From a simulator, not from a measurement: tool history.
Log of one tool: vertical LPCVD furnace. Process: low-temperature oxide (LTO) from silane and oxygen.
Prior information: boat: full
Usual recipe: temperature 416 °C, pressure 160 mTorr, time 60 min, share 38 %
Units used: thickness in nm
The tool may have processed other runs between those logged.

run	hour	temperature	pressure	time	share	read-back reference wafer on the same gauge, thickness	thickness
1	0	416	160	60	40	443.88	472.63
2	48.9	416	160	60	38	443.63	448.23
3	80.3	416	160	60	38	444.12	445.77
4	128	416	160	60	38	444	446.46
5	175	416	135	41.5	38	444.01	261.45
6	226.7	416	135	41.5	38	443.63	261.82
7	267.5	416	175	60	38	444.01	488.67
8	307.7	416	175	60	38	443.88	488.4
9	346.5	416	160	60	38	443.48	449.17
10	396.8	416	160	60	38	444.29	451.25
11	425.6	416	160	60	38	443.64	451.98
12	480.1	416	160	60	38	443.6	452.53
13	511.6	416	125	60	43	443.95	403.96
14	572.5	410	160	60	41	443.54	463.53
15	602.2	425	150	44.5	38	444.16	345.37
16	664.7	410	135	60	38	443.98	358.18
17	877.9	416	160	60	38	444.01	436.26
18	1029.5	425	160	83.5	38	444.2	669.42
19	1087.6	427	150	79	38	443.91	601.94
20	1123.7	410	160	75	38	443.9	511.02
21	1182.8	404	120	60	38	444.04	288.33
22	1236.5	405	160	44.5	44	443.76	340.5

Removed from this log: 4 entries logged between the listed runs. Between which two listed runs does each belong, and how does the tool's hidden state at the listed run before it compare with that at the listed run after it?
From run 9 to run 10: silane flow controller replaced (hour 393.6)
  true tube temperature minus thermocouple reading, K: 3.1 -> 3.24
  measured result minus the result with no hidden state, thickness: +14.36 -> +15.06 nm
From run 10 to run 11: pressure gauge zeroed (hour 421.7)
  true tube temperature minus thermocouple reading, K: 3.24 -> 3.33
  measured result minus the result with no hidden state, thickness: +15.06 -> +15.45 nm
From run 16 to run 17: thermocouples replaced and temperature profile calibrated (hour 775.2); gauge calibrated (hour 873.8)
  true tube temperature minus thermocouple reading, K: 4.04 -> 0.368
  measured result minus the result with no hidden state, thickness: +15.14 -> +1.69 nm

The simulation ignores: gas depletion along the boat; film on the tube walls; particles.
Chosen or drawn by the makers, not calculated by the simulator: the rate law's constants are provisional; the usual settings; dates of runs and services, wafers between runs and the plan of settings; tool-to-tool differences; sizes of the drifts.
